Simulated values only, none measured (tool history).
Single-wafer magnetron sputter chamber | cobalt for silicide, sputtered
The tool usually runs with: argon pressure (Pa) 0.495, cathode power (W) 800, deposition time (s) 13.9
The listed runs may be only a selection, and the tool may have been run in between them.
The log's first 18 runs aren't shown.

| run | day | argon pressure (Pa) | cathode power (W) | deposition time (s) | read-back reference wafer on the same gauge, thickness_nm | mean film thickness on the monitor wafer (angstrom) |
|---|---|---|---|---|---|---|
| 19 | 8.708 | 0.495 | 1000 | 13.9 | 6.09 | 62.97 |
|  | 9.596 | magnet pack replaced |
| 20 | 9.617 | 0.495 | 800 | 13.9 | 6.091 | 52 |
|  | 10.058 | sputter target and shields replaced |
| 21 | 10.079 | 0.343 | 800 | 13.9 | 6.091 | 55.75 |
| 22 | 10.092 | 0.495 | 800 | 12.8 | 6.086 | 49.03 |
| 23 | 10.312 | 0.66 | 950 | 14.9 | 6.092 | 62.09 |
| 24 | 10.95 | 0.404 | 800 | 13.9 | 6.091 | 54.6 |
| 25 | 11.429 | 0.687 | 650 | 14.7 | 6.091 | 44.11 |
| 26 | 12.275 | 0.597 | 700 | 12 | 6.088 | 39.21 |
| 27 | 12.575 | 0.495 | 800 | 12.8 | 6.091 | 48.12 |
| 28 | 13.046 | 0.495 | 950 | 13.9 | 6.089 | 60.54 |
| 29 | 13.592 | 0.598 | 800 | 12.9 | 6.094 | 46.61 |
| 30 | 14.283 | 0.372 | 600 | 16.4 | 6.086 | 50.88 |
|  | 15.312 | sputter target and shields replaced |
| 31 | 15.333 | 0.359 | 1000 | 13.9 | 6.088 | 67.32 |
| 32 | 15.567 | 0.441 | 800 | 13.9 | 6.093 | 54.16 |
| 33 | 16.238 | 0.645 | 700 | 11.8 | 6.089 | 38.17 |
| 34 | 16.504 | 0.495 | 800 | 13.9 | 6.088 | 52.63 |

Consider 5 possible next runs. They are alternatives, not a sequence: every one starts from the tool as it was left by run 34. What does each give?
| A | 16.521 | 0.495 | 800 | 13.9 | ? | ? |
| B | 16.521 | 0.688 | 700 | 12.7 | ? | ? |
| C | 16.521 | 0.561 | 750 | 16.1 | ? | ? |
| D | 16.521 | 0.495 | 900 | 15 | ? | ? |
| E | 16.521 | 0.495 | 900 | 15.2 | ? | ? |

| run | read-back reference wafer on the same gauge, thickness_nm | mean film thickness on the monitor wafer (angstrom) |
|---|---|---|
| A | 6.09 | 52.65 |
| B | 6.09 | 40.42 |
| C | 6.09 | 56.54 |
| D | 6.09 | 62.71 |
| E | 6.09 | 63.54 |
Stripped of hidden state, with their random variation kept, the same runs would have yielded:
| run | mean film thickness on the monitor wafer (angstrom) |
|---|---|
| A | 53.17 |
| B | 40.77 |
| C | 57.08 |
| D | 63.33 |
| E | 64.17 |
